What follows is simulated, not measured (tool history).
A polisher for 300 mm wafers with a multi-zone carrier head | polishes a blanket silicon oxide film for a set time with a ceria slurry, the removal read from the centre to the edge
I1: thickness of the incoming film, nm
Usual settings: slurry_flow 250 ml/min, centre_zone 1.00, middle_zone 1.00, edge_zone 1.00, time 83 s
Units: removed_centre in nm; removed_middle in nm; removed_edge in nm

run 1 hour=0.0 | slurry_flow=250 centre_zone=0.95 middle_zone=1.00 edge_zone=1.00 time=83 | I1=1881.6 | removed_centre=392.0 removed_middle=419.7 removed_edge=415.1
run 2 hour=50.7 | slurry_flow=250 centre_zone=1.00 middle_zone=1.00 edge_zone=1.00 time=83 | I1=1823.9 | removed_centre=396.7 removed_middle=411.4 removed_edge=410.7
run 3 hour=122.2 | slurry_flow=195 centre_zone=1.00 middle_zone=1.00 edge_zone=1.00 time=83 | I1=1864.2 | removed_centre=360.5 removed_middle=382.6 removed_edge=384.5
run 4 hour=177.4 | slurry_flow=195 centre_zone=1.00 middle_zone=1.00 edge_zone=1.00 time=83 | I1=1855.2 | removed_centre=355.5 removed_middle=368.7 removed_edge=380.7
run 5 hour=214.1 | slurry_flow=250 centre_zone=1.00 middle_zone=1.00 edge_zone=1.00 time=83 | I1=1854.3 | removed_centre=377.8 removed_middle=382.4 removed_edge=383.6
run 6 hour=249.0 | slurry_flow=250 centre_zone=1.00 middle_zone=1.00 edge_zone=1.00 time=83 | I1=1891.4 | removed_centre=379.4 removed_middle=376.4 removed_edge=377.4
-- hour=269.4 worn pad replaced by a new one
run 7 hour=344.1 | slurry_flow=250 centre_zone=1.00 middle_zone=1.00 edge_zone=1.00 time=83 | I1=1876.0 | removed_centre=391.0 removed_middle=402.9 removed_edge=402.2
-- hour=378.0 centre zone pressure recalibrated
run 8 hour=401.7 | slurry_flow=250 centre_zone=1.00 middle_zone=1.00 edge_zone=1.00 time=83 | I1=1858.5 | removed_centre=393.5 removed_middle=390.5 removed_edge=388.6
-- hour=455.8 edge zone pressure recalibrated
-- hour=510.0 slurry nozzle cleaned
run 9 hour=558.6 | slurry_flow=250 centre_zone=1.00 middle_zone=1.00 edge_zone=1.00 time=83 | I1=1842.4 | removed_centre=389.8 removed_middle=392.5 removed_edge=394.0
-- hour=601.5 worn pad replaced by a new one
run 10 hour=603.6 | slurry_flow=250 centre_zone=0.93 middle_zone=1.00 edge_zone=1.00 time=83 | I1=1863.1 | removed_centre=388.0 removed_middle=428.2 removed_edge=416.7
run 11 hour=646.9 | slurry_flow=250 centre_zone=0.90 middle_zone=1.00 edge_zone=1.00 time=83 | I1=1895.9 | removed_centre=363.6 removed_middle=419.0 removed_edge=414.6
-- hour=667.9 carrier head's membrane replaced by a new one
run 12 hour=706.7 | slurry_flow=215 centre_zone=1.00 middle_zone=1.11 edge_zone=1.00 time=83 | I1=1891.0 | removed_centre=388.5 removed_middle=425.3 removed_edge=398.6
run 13 hour=767.0 | slurry_flow=250 centre_zone=1.00 middle_zone=1.00 edge_zone=1.00 time=67 | I1=1899.4 | removed_centre=314.0 removed_middle=317.0 removed_edge=321.8
run 14 hour=831.0 | slurry_flow=250 centre_zone=1.00 middle_zone=1.00 edge_zone=1.10 time=83 | I1=1871.8 | removed_centre=375.2 removed_middle=382.4 removed_edge=413.1
-- hour=918.3 worn pad replaced by a new one
-- hour=936.1 slurry nozzle cleaned
run 15 hour=977.6 | slurry_flow=250 centre_zone=1.00 middle_zone=1.00 edge_zone=0.89 time=83 | I1=1850.3 | removed_centre=418.2 removed_middle=420.8 removed_edge=392.3
run 16 hour=1037.9 | slurry_flow=250 centre_zone=1.00 middle_zone=1.00 edge_zone=1.00 time=83 | I1=1836.3 | removed_centre=393.2 removed_middle=409.1 removed_edge=417.3
run 17 hour=1099.6 | slurry_flow=185 centre_zone=0.88 middle_zone=0.92 edge_zone=1.00 time=60 | I1=1848.7 | removed_centre=230.7 removed_middle=258.4 removed_edge=280.4
run 18 hour=1166.7 | slurry_flow=250 centre_zone=1.00 middle_zone=1.05 edge_zone=1.00 time=55 | I1=1854.9 | removed_centre=250.3 removed_middle=263.4 removed_edge=258.3
run 19 hour=1218.1 | slurry_flow=250 centre_zone=1.00 middle_zone=0.95 edge_zone=1.00 time=103 | I1=1857.8 | removed_centre=457.5 removed_middle=452.9 removed_edge=478.9
-- hour=1235.2 worn pad replaced by a new one
run 20 hour=1275.3 | slurry_flow=330 centre_zone=1.05 middle_zone=1.00 edge_zone=1.00 time=83 | I1=1875.1 | removed_centre=425.4 removed_middle=414.1 removed_edge=408.3
run 21 hour=1308.5 | slurry_flow=250 centre_zone=0.94 middle_zone=1.00 edge_zone=1.06 time=83 | I1=1864.4 | removed_centre=358.4 removed_middle=398.5 removed_edge=412.3
run 22 hour=1358.8 | slurry_flow=205 centre_zone=1.00 middle_zone=1.00 edge_zone=1.00 time=83 | I1=1861.2 | removed_centre=361.2 removed_middle=373.5 removed_edge=384.2
-- hour=1374.9 slurry nozzle cleaned
run 23 hour=1418.5 | slurry_flow=275 centre_zone=1.08 middle_zone=1.00 edge_zone=1.00 time=83 | I1=1885.3 | removed_centre=424.9 removed_middle=407.5 removed_edge=404.6

Forecast each of these 3 alternatives for the next run:
run A hour=1419.0 | slurry_flow=250 centre_zone=1.00 middle_zone=1.00 edge_zone=1.00 time=83 | I1=1874.3 | removed_centre=? removed_middle=? removed_edge=?
run B hour=1419.0 | slurry_flow=250 centre_zone=0.90 middle_zone=0.90 edge_zone=1.00 time=83 | I1=1874.3 | removed_centre=? removed_middle=? removed_edge=?
run C hour=1419.0 | slurry_flow=250 centre_zone=1.00 middle_zone=0.89 edge_zone=1.05 time=83 | I1=1874.3 | removed_centre=? removed_middle=? removed_edge=?

run=A removed_centre=387.9 removed_middle=398.5 removed_edge=404.8
run=B removed_centre=348.6 removed_middle=370.2 removed_edge=405.3
run=C removed_centre=387.6 removed_middle=367.1 removed_edge=415.1
Without the tool's hidden state the same runs would have given:
run=A removed_centre=422.6 removed_middle=433.4 removed_edge=438.5
run=B removed_centre=379.8 removed_middle=402.6 removed_edge=439.0
run=C removed_centre=422.3 removed_middle=399.3 removed_edge=449.6

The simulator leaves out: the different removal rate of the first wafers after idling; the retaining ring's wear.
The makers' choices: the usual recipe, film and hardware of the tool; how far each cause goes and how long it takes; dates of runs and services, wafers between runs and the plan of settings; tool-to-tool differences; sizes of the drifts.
